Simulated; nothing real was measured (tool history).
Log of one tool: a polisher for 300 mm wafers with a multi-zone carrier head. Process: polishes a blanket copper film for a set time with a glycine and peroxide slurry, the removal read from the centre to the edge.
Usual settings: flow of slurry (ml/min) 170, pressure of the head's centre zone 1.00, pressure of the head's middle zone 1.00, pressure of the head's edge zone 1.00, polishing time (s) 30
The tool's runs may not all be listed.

| run | hour | flow of slurry (ml/min) | pressure of the head's centre zone | pressure of the head's middle zone | pressure of the head's edge zone | polishing time (s) | wafers since the last listed run | wafers polished on this pad | hours since the slurry nozzle was cleaned | hours since the centre zone pressure was calibrated | hours since the edge zone pressure was calibrated | hours since the carrier head's membrane was replaced | incoming thickness of the incoming film, nm | film removed at the wafer's centre (angstrom) | film removed at mid-radius (angstrom) | film removed at the wafer's edge (angstrom) |
|---|---|---|---|---|---|---|---|---|---|---|---|---|---|---|---|---|
| 1 | 0.0 | 170 | 1.00 | 1.00 | 1.00 | 30 | 0 | 280 | 427.6 | 377.2 | 1148.0 | 592.6 | 2176.8 | 1756 | 1680 | 1639 |
| 2 | 8.4 | 170 | 1.00 | 1.00 | 1.00 | 30 | 72 | 352 | 436.0 | 385.6 | 1156.4 | 601.0 | 2160.1 | 1727 | 1682 | 1670 |
|  | 16.0 | centre zone pressure recalibrated |
| 3 | 22.6 | 170 | 1.00 | 1.00 | 1.00 | 30 | 104 | 457 | 450.2 | 6.6 | 1170.6 | 615.2 | 2163.0 | 1730 | 1628 | 1649 |
| 4 | 39.4 | 170 | 1.00 | 1.00 | 1.00 | 30 | 144 | 601 | 467.0 | 23.4 | 1187.4 | 632.0 | 2221.1 | 1723 | 1630 | 1643 |
|  | 44.9 | edge zone pressure recalibrated |
| 5 | 56.5 | 170 | 1.00 | 1.00 | 1.00 | 30 | 129 | 731 | 484.1 | 40.5 | 11.6 | 649.1 | 2158.4 | 1705 | 1648 | 1633 |
|  | 71.6 | worn pad replaced by a new one, repeated, since the last time left the tool worse |
| 6 | 72.1 | 170 | 1.00 | 1.00 | 1.00 | 30 | 99 | 4 | 499.7 | 56.1 | 27.2 | 664.7 | 2228.4 | 1953 | 1848 | 1868 |
| 7 | 87.2 | 170 | 1.00 | 0.96 | 1.00 | 30 | 129 | 134 | 514.8 | 71.2 | 42.3 | 679.8 | 2165.0 | 1922 | 1793 | 1830 |
| 8 | 96.5 | 170 | 1.00 | 1.00 | 1.00 | 30 | 79 | 214 | 524.1 | 80.5 | 51.6 | 689.1 | 2199.1 | 1879 | 1816 | 1826 |
|  | 133.8 | slurry nozzle cleaned |
|  | 134.7 | carrier head's membrane replaced by a new one |
| 9 | 139.6 | 170 | 1.00 | 1.00 | 1.00 | 30 | 353 | 568 | 5.8 | 123.6 | 94.7 | 4.9 | 2153.2 | 1842 | 1805 | 1841 |
| 10 | 147.1 | 170 | 1.00 | 1.00 | 1.00 | 30 | 64 | 632 | 13.3 | 131.1 | 102.2 | 12.4 | 2188.7 | 1869 | 1843 | 1791 |
| 11 | 165.8 | 200 | 1.12 | 1.00 | 1.00 | 30 | 160 | 793 | 32.0 | 149.8 | 120.9 | 31.1 | 2176.1 | 2134 | 1769 | 1830 |
| 12 | 175.4 | 150 | 1.00 | 0.95 | 1.00 | 22 | 82 | 875 | 41.6 | 159.4 | 130.5 | 40.7 | 2207.3 | 1320 | 1269 | 1282 |
| 13 | 187.8 | 130 | 1.00 | 1.00 | 1.00 | 30 | 106 | 982 | 54.0 | 171.8 | 142.9 | 53.1 | 2152.1 | 1776 | 1742 | 1754 |
| 14 | 205.1 | 170 | 1.00 | 1.00 | 1.00 | 30 | 148 | 1131 | 71.3 | 189.1 | 160.2 | 70.4 | 2201.0 | 1840 | 1807 | 1781 |
|  | 211.7 | worn pad replaced by a new one |
| 15 | 218.1 | 170 | 1.00 | 1.00 | 1.00 | 27 | 77 | 54 | 84.3 | 202.1 | 173.2 | 83.4 | 2178.7 | 1746 | 1664 | 1684 |
| 16 | 224.5 | 115 | 1.00 | 1.04 | 0.92 | 25 | 55 | 109 | 90.7 | 208.5 | 179.6 | 89.8 | 2167.4 | 1501 | 1495 | 1432 |
| 17 | 234.1 | 170 | 1.00 | 1.00 | 1.00 | 30 | 82 | 192 | 100.3 | 218.1 | 189.2 | 99.4 | 2174.6 | 1881 | 1883 | 1841 |
| 18 | 240.2 | 170 | 0.92 | 1.08 | 0.89 | 30 | 52 | 244 | 106.4 | 224.2 | 195.3 | 105.5 | 2195.0 | 1797 | 1964 | 1755 |
| 19 | 254.5 | 170 | 1.03 | 1.00 | 1.00 | 30 | 122 | 367 | 120.7 | 238.5 | 209.6 | 119.8 | 2153.2 | 1956 | 1851 | 1849 |
| 20 | 261.7 | 220 | 0.94 | 1.00 | 1.00 | 30 | 61 | 429 | 127.9 | 245.7 | 216.8 | 127.0 | 2210.8 | 1868 | 1908 | 1841 |
| 21 | 276.7 | 170 | 0.94 | 0.88 | 1.00 | 30 | 128 | 558 | 142.9 | 260.7 | 231.8 | 142.0 | 2216.4 | 1769 | 1603 | 1787 |
| 22 | 291.6 | 170 | 1.08 | 1.00 | 1.00 | 37 | 128 | 686 | 157.8 | 275.6 | 246.7 | 156.9 | 2225.2 | 2522 | 2206 | 2241 |

Forecast each of these 4 alternatives for the next run:
| A | 292.0 | 170 | 1.05 | 1.00 | 1.00 | 30 | 3 | 690 | 158.2 | 276.0 | 247.1 | 157.3 | 2154.2 | ? | ? | ? |
| B | 292.0 | 215 | 1.00 | 1.00 | 1.00 | 30 | 3 | 690 | 158.2 | 276.0 | 247.1 | 157.3 | 2154.2 | ? | ? | ? |
| C | 292.0 | 170 | 1.00 | 0.88 | 1.00 | 30 | 3 | 690 | 158.2 | 276.0 | 247.1 | 157.3 | 2154.2 | ? | ? | ? |
| D | 292.0 | 170 | 1.00 | 1.04 | 1.00 | 39 | 3 | 690 | 158.2 | 276.0 | 247.1 | 157.3 | 2154.2 | ? | ? | ? |

| run | film removed at the wafer's centre (angstrom) | film removed at mid-radius (angstrom) | film removed at the wafer's edge (angstrom) |
|---|---|---|---|
| A | 1945 | 1811 | 1850 |
| B | 1914 | 1866 | 1891 |
| C | 1850 | 1628 | 1852 |
| D | 2407 | 2434 | 2403 |
Without the tool's hidden state the same runs would have given:
| run | film removed at the wafer's centre (angstrom) | film removed at mid-radius (angstrom) | film removed at the wafer's edge (angstrom) |
|---|---|---|---|
| A | 2018 | 1880 | 1920 |
| B | 1986 | 1937 | 1962 |
| C | 1920 | 1690 | 1923 |
| D | 2499 | 2527 | 2494 |

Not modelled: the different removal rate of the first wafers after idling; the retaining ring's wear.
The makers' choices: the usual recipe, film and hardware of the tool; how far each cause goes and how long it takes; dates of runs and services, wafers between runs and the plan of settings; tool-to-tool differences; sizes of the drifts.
